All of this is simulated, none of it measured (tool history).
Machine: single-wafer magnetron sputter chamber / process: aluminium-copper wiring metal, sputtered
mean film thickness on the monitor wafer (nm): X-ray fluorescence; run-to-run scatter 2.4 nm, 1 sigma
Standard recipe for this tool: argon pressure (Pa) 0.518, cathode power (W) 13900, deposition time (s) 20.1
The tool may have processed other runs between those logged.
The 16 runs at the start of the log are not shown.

run,day,argon pressure (Pa),cathode power (W),deposition time (s),"read-back reference wafer on the same gauge, thickness_nm",mean film thickness on the monitor wafer (nm)
17,48.796,0.714,11800,18.9,464.271,355.106
# day 51.771: magnet pack replaced
18,52.854,0.518,13900,20.1,463.808,456.123
19,54.725,0.591,12700,23.5,464.434,482.279
20,58.221,0.518,13900,20.1,463.609,455.582
21,59.733,0.518,13900,20.1,464.141,456.619
22,61.233,0.518,13900,20.1,463.63,452.731
23,63.496,0.637,11000,20.1,463.939,372.242
# day 65.062: sputter target and shields replaced
24,65.558,0.518,11150,20.1,464.168,393.396
25,69.233,0.518,15550,21.1,464.156,513.482
26,71.733,0.682,13900,20.1,464.329,427.915
27,74.129,0.518,13900,20.1,463.843,454.31
28,75.717,0.518,13900,20.1,464.037,457.223

The next listed run, before its measurement:
29,79.167,0.518,17250,20.1,?,?

read-back reference wafer on the same gauge, thickness_nm: 463.873
mean film thickness on the monitor wafer (nm): 532.819
With the hidden condition absent and the run-to-run variation left alone, this run would have shown mean film thickness on the monitor wafer (nm) 529.034.
